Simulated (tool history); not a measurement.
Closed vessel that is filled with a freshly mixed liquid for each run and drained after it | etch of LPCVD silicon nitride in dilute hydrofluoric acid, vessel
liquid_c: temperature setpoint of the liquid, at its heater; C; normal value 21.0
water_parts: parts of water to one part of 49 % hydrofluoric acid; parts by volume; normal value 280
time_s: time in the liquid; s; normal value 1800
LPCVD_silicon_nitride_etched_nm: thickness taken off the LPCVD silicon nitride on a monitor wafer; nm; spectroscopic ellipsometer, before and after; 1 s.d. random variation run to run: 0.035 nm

| run | day | liquid_c | water_parts | time_s | wafers since the last listed run | hours since the thermometer was replaced | hours since the hydrofluoric acid flow meter was replaced | hours since the gauge calibration | read-back film thickness of the LPCVD silicon nitride reference wafer, read on the same gauge (nm) | LPCVD_silicon_nitride_etched_nm |
|---|---|---|---|---|---|---|---|---|---|---|
| 1 | 0.000 | 21.0 | 175 | 2350 | 0 | 1211.8 | 1558.2 | 502.3 | 29.999 | 7.100 |
| 2 | 1.612 | 21.0 | 175 | 2350 | 1683 | 1250.5 | 1596.9 | 541.0 | 30.004 | 6.931 |
| 3 | 3.408 | 21.0 | 280 | 1800 | 1875 | 1293.6 | 1640.0 | 584.1 | 30.018 | 3.329 |
| 4 | 5.450 | 21.0 | 280 | 1800 | 2132 | 1342.6 | 1689.0 | 633.1 | 29.999 | 3.331 |
| 5 | 8.083 | 21.0 | 280 | 1800 | 2750 | 1405.8 | 1752.2 | 696.3 | 29.998 | 3.373 |
| 6 | 10.279 | 21.0 | 280 | 2605 | 2293 | 1458.5 | 1804.9 | 749.0 | 30.015 | 4.972 |
| 7 | 12.783 | 21.0 | 280 | 2605 | 2615 | 1518.6 | 1865.0 | 809.1 | 30.005 | 4.981 |
| 8 | 14.825 | 21.0 | 280 | 2605 | 2132 | 1567.6 | 1914.0 | 858.1 | 29.998 | 4.912 |
| 9 | 17.717 | 21.0 | 280 | 1800 | 3019 | 1637.0 | 1983.4 | 927.5 | 30.000 | 3.406 |
|  | 17.896 | thermometer replaced |
| 10 | 20.704 | 21.0 | 280 | 1800 | 3076 | 67.4 | 2055.1 | 999.2 | 29.968 | 3.428 |
| 11 | 22.546 | 23.5 | 280 | 1800 | 1923 | 111.6 | 2099.3 | 1043.4 | 29.990 | 4.044 |
| 12 | 24.446 | 23.5 | 280 | 1800 | 1984 | 157.2 | 2144.9 | 1089.0 | 29.984 | 3.960 |
| 13 | 25.646 | 23.5 | 280 | 1800 | 1253 | 186.0 | 2173.7 | 1117.8 | 29.988 | 4.005 |
| 14 | 27.021 | 21.0 | 210 | 1800 | 1435 | 219.0 | 2206.7 | 1150.8 | 30.005 | 4.550 |
|  | 28.792 | hydrofluoric acid flow meter replaced |
| 15 | 29.779 | 21.0 | 280 | 1205 | 2837 | 285.2 | 23.7 | 1217.0 | 30.013 | 2.055 |
| 16 | 31.704 | 24.5 | 220 | 2775 | 2010 | 331.4 | 69.9 | 1263.2 | 30.035 | 7.612 |
| 17 | 32.946 | 26.0 | 280 | 1315 | 1296 | 361.2 | 99.7 | 1293.0 | 30.010 | 2.979 |
| 18 | 35.862 | 21.0 | 280 | 1800 | 3045 | 431.2 | 169.7 | 1363.0 | 29.990 | 3.127 |
| 19 | 37.438 | 19.5 | 280 | 2170 | 1644 | 469.0 | 207.5 | 1400.8 | 30.005 | 3.348 |
|  | 37.492 | gauge calibrated |
| 20 | 38.912 | 21.0 | 280 | 1800 | 1540 | 504.4 | 242.9 | 34.1 | 29.982 | 3.054 |
| 21 | 40.338 | 21.0 | 405 | 930 | 1488 | 538.6 | 277.1 | 68.3 | 29.986 | 1.091 |
| 22 | 41.762 | 21.0 | 385 | 1050 | 1488 | 572.8 | 311.3 | 102.5 | 29.965 | 1.319 |
| 23 | 44.125 | 25.5 | 375 | 2170 | 2467 | 629.5 | 368.0 | 159.2 | 30.002 | 3.716 |
| 24 | 46.762 | 21.0 | 280 | 1800 | 2754 | 692.8 | 431.3 | 222.5 | 29.995 | 3.090 |
| 25 | 50.838 | 21.0 | 220 | 1800 | 4255 | 790.6 | 529.1 | 320.3 | 29.979 | 3.942 |

For run 26, what comes out?
| 26 | 52.650 | 18.0 | 320 | 1800 | 1892 | 834.1 | 572.6 | 363.8 | ? | ? |

{"run 26": {"read-back film thickness of the LPCVD silicon nitride reference wafer, read on the same gauge (nm)": 30.013, "LPCVD_silicon_nitride_etched_nm": 2.296}}
Had the tool carried no hidden state, the very same run would have given LPCVD_silicon_nitride_etched_nm 2.232 nm.

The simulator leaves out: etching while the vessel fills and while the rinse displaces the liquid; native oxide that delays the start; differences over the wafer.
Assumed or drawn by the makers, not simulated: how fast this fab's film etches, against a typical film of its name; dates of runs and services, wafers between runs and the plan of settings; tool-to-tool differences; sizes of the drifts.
